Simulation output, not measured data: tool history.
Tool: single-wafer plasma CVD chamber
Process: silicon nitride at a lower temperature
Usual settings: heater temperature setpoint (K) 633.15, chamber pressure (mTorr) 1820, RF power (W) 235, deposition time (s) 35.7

run	hour	heater temperature setpoint (K)	chamber pressure (mTorr)	RF power (W)	deposition time (s)	wafers since the last listed run	hours since the last thermocouple change	hours since the last RF generator calibration	hours since the last manometer calibration	hours since the showerhead was replaced	hours since the gauge calibration	read-back reference wafer on the same gauge, thickness_nm	mean film thickness on the monitor wafer (nm)
1	0	627.15	1820	235	35.7	0	2800.1	2018.9	2758.8	5944.8	653.3	28.018	32.788
2	15.9	633.15	1820	235	35.7	262	2816	2034.8	2774.7	5960.7	669.2	27.988	32.772
3	109.8	633.15	1820	235	35.7	1550	2909.9	2128.7	2868.6	6054.6	763.1	28.025	32.776
4	144.2	633.15	1820	235	35.7	568	2944.3	2163.1	2903	6089	797.5	28.008	32.664
5	157	633.15	1820	235	35.7	211	2957.1	2175.9	2915.8	6101.8	810.3	27.994	32.758
6	178.3	633.15	1820	235	35.7	351	2978.4	2197.2	2937.1	6123.1	831.6	27.993	32.734
7	193.5	633.15	1820	235	35.7	251	2993.6	2212.4	2952.3	6138.3	846.8	27.98	32.748
8	207.7	633.15	1820	235	35.7	234	3007.8	2226.6	2966.5	6152.5	861	28.009	32.658
9	227.4	633.15	1820	235	38.9	325	3027.5	2246.3	2986.2	6172.2	880.7	28	35.647
# hour 239.1: RF generator calibrated
10	284.4	633.15	1820	235	35.7	809	3084.5	45.3	3043.2	6229.2	937.7	27.989	33.493
11	314.2	633.15	1820	235	35.7	492	3114.3	75.1	3073	6259	967.5	28.002	33.536
# hour 336.1: gauge calibrated
12	342.1	633.15	1820	235	30.6	460	3142.2	103	3100.9	6286.9	6	27.981	28.721
13	357	633.15	1820	205	35.7	246	3157.1	117.9	3115.8	6301.8	20.9	28.019	29
14	369.5	644.15	1820	250	35.7	206	3169.6	130.4	3128.3	6314.3	33.4	28.006	35.324
# hour 394: thermocouple changed; heater temperature recalibrated
15	394.5	633.15	1820	235	39.4	280	0.5	155.4	3153.3	6339.3	58.4	27.979	36.963

Run 16 comes next. What will it give?
# hour 406.8: capacitance manometer re-zeroed and calibrated
16	412	637.15	1650	190	32.4	156	18	172.9	5.2	6356.8	75.9	?	?

read-back reference wafer on the same gauge, thickness_nm: 27.993
mean film thickness on the monitor wafer (nm): 22.507
Without the tool's hidden state the same run would have given mean film thickness on the monitor wafer (nm) 22.628.

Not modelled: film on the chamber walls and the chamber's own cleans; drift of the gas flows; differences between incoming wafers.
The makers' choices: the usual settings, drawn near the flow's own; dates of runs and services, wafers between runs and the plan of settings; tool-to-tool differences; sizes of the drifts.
